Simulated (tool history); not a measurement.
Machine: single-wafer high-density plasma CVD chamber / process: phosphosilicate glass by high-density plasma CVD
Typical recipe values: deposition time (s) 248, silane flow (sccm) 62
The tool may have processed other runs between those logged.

run    hour  deposition time (s)  silane flow (sccm)  wafers since the last listed run  hours since the silane flow controller was replaced  hours since the gauge calibration  read-back reference wafer on the same gauge, thickness_nm  mean film thickness on the monitor wafer (nm)
  1     0.0                  262                  62                                 0                                               4180.9                              242.8                                                   1369.792                                       1709.011
  2    77.2                  262                  62                               673                                               4258.1                              320.0                                                   1370.519                                       1708.494
  3   160.5                  270                  62                               726                                               4341.4                              403.3                                                   1370.001                                       1760.989
  4   201.6                  213                  62                               358                                               4382.5                              444.4                                                   1370.789                                       1391.316
  5   292.0                  213                  62                               788                                               4472.9                              534.8                                                   1369.869                                       1397.774
  6   331.5                  213                  62                               344                                               4512.4                              574.3                                                   1370.566                                       1396.459
      360.4  -- silane flow controller replaced
  7   429.7                  248                  62                               787                                                 69.3                              672.5                                                   1369.734                                       1528.508
  8   466.7                  248                  71                               322                                                106.3                              709.5                                                   1369.846                                       1748.801
  9   528.7                  228                  67                               541                                                168.3                              771.5                                                   1369.094                                       1526.418
      532.0  -- gauge calibrated
 10   623.7                  269                  56                               828                                                263.3                               91.7                                                   1370.078                                       1509.635
 11   679.2                  221                  62                               484                                                318.8                              147.2                                                   1370.109                                       1363.088
 12   758.8                  268                  62                               694                                                398.4                              226.8                                                   1370.787                                       1660.815
 13   819.7                  265                  59                               531                                                459.3                              287.7                                                   1370.172                                       1565.194
 14   873.5                  265                  59                               469                                                513.1                              341.5                                                   1370.430                                       1566.235
 15   955.0                  289                  59                               711                                                594.6                              423.0                                                   1369.474                                       1722.608
 16  1056.9                  248                  72                               889                                                696.5                              524.9                                                   1369.441                                       1792.599

Here are 3 independent what-if runs from the current tool condition. What would each one return?
  A  1057.4                  248                  62                                 4                                                697.0                              525.4                                                          ?                                              ?
  B  1057.4                  291                  67                                 4                                                697.0                              525.4                                                          ?                                              ?
  C  1057.4                  279                  62                                 4                                                697.0                              525.4                                                          ?                                              ?

run  read-back reference wafer on the same gauge, thickness_nm  mean film thickness on the monitor wafer (nm)
  A                                                   1370.710                                       1544.281
  B                                                   1370.710                                       1958.172
  C                                                   1370.710                                       1737.317
With no hidden state in the tool, these same runs would have given:
run  mean film thickness on the monitor wafer (nm)
  A                                       1524.674
  B                                       1933.310
  C                                       1715.258
